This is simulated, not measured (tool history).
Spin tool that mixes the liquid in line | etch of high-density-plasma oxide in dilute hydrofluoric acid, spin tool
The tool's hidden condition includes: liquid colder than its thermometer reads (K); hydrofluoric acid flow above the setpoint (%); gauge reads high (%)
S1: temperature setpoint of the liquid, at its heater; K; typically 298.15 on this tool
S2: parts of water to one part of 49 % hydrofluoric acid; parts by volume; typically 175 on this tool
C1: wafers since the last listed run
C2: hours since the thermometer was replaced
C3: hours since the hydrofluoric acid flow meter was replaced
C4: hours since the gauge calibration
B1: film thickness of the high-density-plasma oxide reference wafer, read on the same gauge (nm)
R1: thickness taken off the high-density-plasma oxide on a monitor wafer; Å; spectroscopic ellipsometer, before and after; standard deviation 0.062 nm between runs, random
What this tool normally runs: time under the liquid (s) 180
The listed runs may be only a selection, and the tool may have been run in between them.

{"run": 1, "hour": 0.0, "S1": 298.15, "S2": 175, "time under the liquid (s)": 135, "C1": 0, "C2": 1142.5, "C3": 538.1, "C4": 659.6, "B1": 40, "R1": 51.7}
{"run": 2, "hour": 27.3, "S1": 298.15, "S2": 175, "time under the liquid (s)": 135, "C1": 217, "C2": 1169.8, "C3": 565.4, "C4": 686.9, "B1": 39.99, "R1": 52}
{"run": 3, "hour": 55.0, "S1": 302.15, "S2": 175, "time under the liquid (s)": 140, "C1": 220, "C2": 1197.5, "C3": 593.1, "C4": 714.6, "B1": 39.98, "R1": 62.4}
{"run": 4, "hour": 83.3, "S1": 302.15, "S2": 175, "time under the liquid (s)": 140, "C1": 225, "C2": 1225.8, "C3": 621.4, "C4": 742.9, "B1": 40.01, "R1": 63.1}
{"run": 5, "hour": 103.8, "S1": 300.65, "S2": 175, "time under the liquid (s)": 180, "C1": 163, "C2": 1246.3, "C3": 641.9, "C4": 763.4, "B1": 39.97, "R1": 76.6}
{"run": 6, "hour": 202.0, "S1": 300.65, "S2": 175, "time under the liquid (s)": 180, "C1": 782, "C2": 1344.5, "C3": 740.1, "C4": 861.6, "B1": 40.03, "R1": 74.9}
{"run": 7, "hour": 297.6, "S1": 300.65, "S2": 175, "time under the liquid (s)": 180, "C1": 761, "C2": 1440.1, "C3": 835.7, "C4": 957.2, "B1": 39.98, "R1": 74.9}
{"run": 8, "hour": 329.5, "S1": 298.15, "S2": 175, "time under the liquid (s)": 180, "C1": 254, "C2": 1472, "C3": 867.6, "C4": 989.1, "B1": 40.03, "R1": 67.3}
{"run": 9, "hour": 347.6, "S1": 298.15, "S2": 175, "time under the liquid (s)": 180, "C1": 144, "C2": 1490.1, "C3": 885.7, "C4": 1007.2, "B1": 40.02, "R1": 68.3}
{"run": 10, "hour": 369.2, "S1": 298.15, "S2": 175, "time under the liquid (s)": 180, "C1": 172, "C2": 1511.7, "C3": 907.3, "C4": 1028.8, "B1": 39.99, "R1": 68.4}
{"hour": 425.7, "done": "hydrofluoric acid flow meter replaced"}
{"hour": 437.3, "done": "thermometer replaced"}
{"run": 11, "hour": 442.9, "S1": 298.15, "S2": 195, "time under the liquid (s)": 180, "C1": 571, "C2": 5.6, "C3": 17.2, "C4": 1102.5, "B1": 39.99, "R1": 63.2}
{"run": 12, "hour": 468.9, "S1": 298.15, "S2": 195, "time under the liquid (s)": 180, "C1": 207, "C2": 31.6, "C3": 43.2, "C4": 1128.5, "B1": 40.03, "R1": 62.7}
{"hour": 480.8, "done": "gauge calibrated"}
{"run": 13, "hour": 503.0, "S1": 298.15, "S2": 175, "time under the liquid (s)": 265, "C1": 271, "C2": 65.7, "C3": 77.3, "C4": 22.2, "B1": 40.01, "R1": 107.2}
{"run": 14, "hour": 525.3, "S1": 298.15, "S2": 175, "time under the liquid (s)": 265, "C1": 177, "C2": 88, "C3": 99.6, "C4": 44.5, "B1": 40.04, "R1": 106.5}
{"run": 15, "hour": 540.8, "S1": 298.15, "S2": 215, "time under the liquid (s)": 180, "C1": 123, "C2": 103.5, "C3": 115.1, "C4": 60, "B1": 40.01, "R1": 55.8}
{"run": 16, "hour": 565.4, "S1": 300.65, "S2": 250, "time under the liquid (s)": 255, "C1": 196, "C2": 128.1, "C3": 139.7, "C4": 84.6, "B1": 40.02, "R1": 73.1}
{"run": 17, "hour": 584.1, "S1": 298.15, "S2": 175, "time under the liquid (s)": 225, "C1": 149, "C2": 146.8, "C3": 158.4, "C4": 103.3, "B1": 40.01, "R1": 90.6}
{"run": 18, "hour": 609.1, "S1": 298.15, "S2": 200, "time under the liquid (s)": 180, "C1": 199, "C2": 171.8, "C3": 183.4, "C4": 128.3, "B1": 40.02, "R1": 60.6}
{"run": 19, "hour": 633.5, "S1": 298.15, "S2": 150, "time under the liquid (s)": 235, "C1": 194, "C2": 196.2, "C3": 207.8, "C4": 152.7, "B1": 40.01, "R1": 114.4}
{"run": 20, "hour": 675.6, "S1": 298.15, "S2": 175, "time under the liquid (s)": 180, "C1": 335, "C2": 238.3, "C3": 249.9, "C4": 194.8, "B1": 40.02, "R1": 71.8}
{"run": 21, "hour": 703.8, "S1": 298.15, "S2": 135, "time under the liquid (s)": 280, "C1": 224, "C2": 266.5, "C3": 278.1, "C4": 223, "B1": 40, "R1": 151.1}
{"run": 22, "hour": 722.4, "S1": 301.65, "S2": 175, "time under the liquid (s)": 280, "C1": 148, "C2": 285.1, "C3": 296.7, "C4": 241.6, "B1": 39.99, "R1": 125.7}
{"run": 23, "hour": 744.0, "S1": 298.15, "S2": 245, "time under the liquid (s)": 105, "C1": 172, "C2": 306.7, "C3": 318.3, "C4": 263.2, "B1": 39.99, "R1": 27.9}
{"run": 24, "hour": 775.5, "S1": 294.15, "S2": 115, "time under the liquid (s)": 265, "C1": 250, "C2": 338.2, "C3": 349.8, "C4": 294.7, "B1": 39.97, "R1": 147.3}
{"run": 25, "hour": 790.1, "S1": 299.65, "S2": 175, "time under the liquid (s)": 180, "C1": 116, "C2": 352.8, "C3": 364.4, "C4": 309.3, "B1": 39.98, "R1": 76.5}
{"run": 26, "hour": 822.3, "S1": 298.15, "S2": 175, "time under the liquid (s)": 265, "C1": 256, "C2": 385, "C3": 396.6, "C4": 341.5, "B1": 40.01, "R1": 106.7}
{"run": 27, "hour": 837.3, "S1": 298.15, "S2": 220, "time under the liquid (s)": 180, "C1": 119, "C2": 400, "C3": 411.6, "C4": 356.5, "B1": 40, "R1": 54.3}
{"run": 28, "hour": 863.9, "S1": 299.65, "S2": 255, "time under the liquid (s)": 150, "C1": 211, "C2": 426.6, "C3": 438.2, "C4": 383.1, "B1": 40.03, "R1": 39.7}
{"run": 29, "hour": 894.4, "S1": 298.15, "S2": 175, "time under the liquid (s)": 135, "C1": 243, "C2": 457.1, "C3": 468.7, "C4": 413.6, "B1": 40.01, "R1": 54.5}
{"run": 30, "hour": 916.2, "S1": 294.65, "S2": 175, "time under the liquid (s)": 180, "C1": 173, "C2": 478.9, "C3": 490.5, "C4": 435.4, "B1": 40, "R1": 63.3}
{"run": 31, "hour": 932.4, "S1": 294.15, "S2": 175, "time under the liquid (s)": 180, "C1": 129, "C2": 495.1, "C3": 506.7, "C4": 451.6, "B1": 40.02, "R1": 60.8}
{"run": 32, "hour": 965.3, "S1": 298.15, "S2": 175, "time under the liquid (s)": 265, "C1": 262, "C2": 528, "C3": 539.6, "C4": 484.5, "B1": 40.03, "R1": 105.9}
{"run": 33, "hour": 988.9, "S1": 295.15, "S2": 175, "time under the liquid (s)": 180, "C1": 188, "C2": 551.6, "C3": 563.2, "C4": 508.1, "B1": 40.01, "R1": 64.1}

Each row is a separate what-if for the run after 33, all from the same tool condition, not one after another. Results?
{"run": "A", "hour": 989.4, "S1": 298.15, "S2": 175, "time under the liquid (s)": 180, "C1": 3, "C2": 552.1, "C3": 563.7, "C4": 508.6, "B1": "?", "R1": "?"}
{"run": "B", "hour": 989.4, "S1": 298.15, "S2": 225, "time under the liquid (s)": 180, "C1": 3, "C2": 552.1, "C3": 563.7, "C4": 508.6, "B1": "?", "R1": "?"}
{"run": "C", "hour": 989.4, "S1": 298.15, "S2": 175, "time under the liquid (s)": 235, "C1": 3, "C2": 552.1, "C3": 563.7, "C4": 508.6, "B1": "?", "R1": "?"}

run=A B1=40.02 R1=71.7
run=B B1=40.02 R1=52.9
run=C B1=40.02 R1=93.6
With no hidden state in the tool, these same runs would have given:
run=A R1=72.2
run=B R1=53.1
run=C R1=94.2

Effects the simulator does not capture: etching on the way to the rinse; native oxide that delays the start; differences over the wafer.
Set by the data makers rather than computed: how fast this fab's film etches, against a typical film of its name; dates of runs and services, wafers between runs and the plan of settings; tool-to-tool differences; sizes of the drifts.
